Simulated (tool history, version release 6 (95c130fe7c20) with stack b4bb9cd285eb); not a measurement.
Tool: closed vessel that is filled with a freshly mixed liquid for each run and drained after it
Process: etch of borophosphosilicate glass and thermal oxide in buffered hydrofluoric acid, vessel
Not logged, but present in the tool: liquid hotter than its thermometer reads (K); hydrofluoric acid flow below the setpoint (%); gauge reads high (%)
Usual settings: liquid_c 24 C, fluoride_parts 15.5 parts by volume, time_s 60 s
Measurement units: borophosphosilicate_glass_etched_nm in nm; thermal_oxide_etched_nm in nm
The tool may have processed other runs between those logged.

run	hour	liquid_c	fluoride_parts	time_s	wafers since the last listed run	hours since the thermometer was replaced	hours since the hydrofluoric acid flow meter was replaced	hours since the gauge calibration	read-back film thickness of the borophosphosilicate glass reference wafer, read on the same gauge (nm)	read-back film thickness of the thermal oxide reference wafer, read on the same gauge (nm)	borophosphosilicate_glass_etched_nm	thermal_oxide_etched_nm
1	0	24	15.5	60	0	1658.3	311.1	311.6	110.01	120.01	103.49	48.2
2	33.8	24	15.5	80	3644	1692.1	344.9	345.4	110	119.95	138.69	63.94
3	51.9	24	15.5	80	1951	1710.2	363	363.5	109.99	120	138.43	63.61
4	97	24	15.5	80	4862	1755.3	408.1	408.6	110.01	120	139.36	64.36
5	121.8	24	15.5	60	2673	1780.1	432.9	433.4	109.99	120.03	102.95	48.27
6	142.7	24	15.5	60	2253	1801	453.8	454.3	110	120.03	103.38	48.17
7	163.6	21.5	12	35	2253	1821.9	474.7	475.2	109.99	120	68.17	31.79
8	179.4	24	15.5	60	1703	1837.7	490.5	491	109.99	120.04	105.45	48.14
9	198.3	22	10	45	2037	1856.6	509.4	509.9	110.02	120.04	108.1	50.75
10	211.6	24	15.5	40	1433	1869.9	522.7	523.2	110	119.98	69.89	32.27
11	238.7	20.5	15.5	60	2921	1897	549.8	550.3	109.97	120	86.59	40.21
# hour 249.1: gauge calibrated
12	254.8	24	19.5	60	1735	1913.1	565.9	5.7	110	119.97	82.79	38.59
13	275.2	24	15.5	60	2199	1933.5	586.3	26.1	109.98	119.99	104.75	49.07
14	292	20.5	13	30	1811	1950.3	603.1	42.9	110	120.03	51.76	24.24
15	305.5	22.5	10.5	60	1455	1963.8	616.6	56.4	110	120.01	141.28	65.67
# hour 345.7: hydrofluoric acid flow meter replaced
16	361.4	24	15.5	60	5919	2019.7	15.7	112.3	110.01	119.99	106.18	48.95
# hour 366.2: thermometer replaced
17	379.5	28.5	19	35	1843	13.3	33.8	130.4	109.99	120	56.12	26.4
18	412.7	28.5	17.5	60	3579	46.5	67	163.6	109.99	119.95	105.46	48.76
19	428	24	11.5	80	1649	61.8	82.3	178.9	109.97	120.01	165.74	76.7
20	453	24	15.5	85	2695	86.8	107.3	203.9	110	120.01	132.02	62.2
21	486.9	24	15.5	45	3654	120.7	141.2	237.8	110	120.01	70.33	32.63
22	515.4	24	15.5	30	3072	149.2	169.7	266.3	109.99	120.03	46.76	21.74
23	545.4	24	12	60	3234	179.2	199.7	296.3	110.01	119.98	121.69	55.48
24	573.1	24	15.5	75	2986	206.9	227.4	324	110	120.04	117.49	54.6
25	608.5	24	15.5	60	3816	242.3	262.8	359.4	109.98	120.05	94.26	43.5

For some of the steps in borophosphosilicate_glass_etched_nm from one run to the next: how much would appear even if the tool had no hidden state, given the settings, what came in and random variation, and how much remains for the hidden state plus any gauge scatter that the measured result and the result without hidden state don't share?
Run 14 -> 15: liquid_c 20.5 -> 22.5, fluoride_parts 13 -> 10.5, time_s 30 -> 60. borophosphosilicate_glass_etched_nm +89.52 nm: hidden state +10.73, all else +78.79.
Run 16 -> 17: liquid_c 24 -> 28.5, fluoride_parts 15.5 -> 19, time_s 60 -> 35, thermometer replaced. borophosphosilicate_glass_etched_nm -50.06 nm: hidden state -12.75, all else -37.31.
Run 22 -> 23: fluoride_parts 15.5 -> 12, time_s 30 -> 60. borophosphosilicate_glass_etched_nm +74.93 nm: hidden state +1.2, all else +73.73.
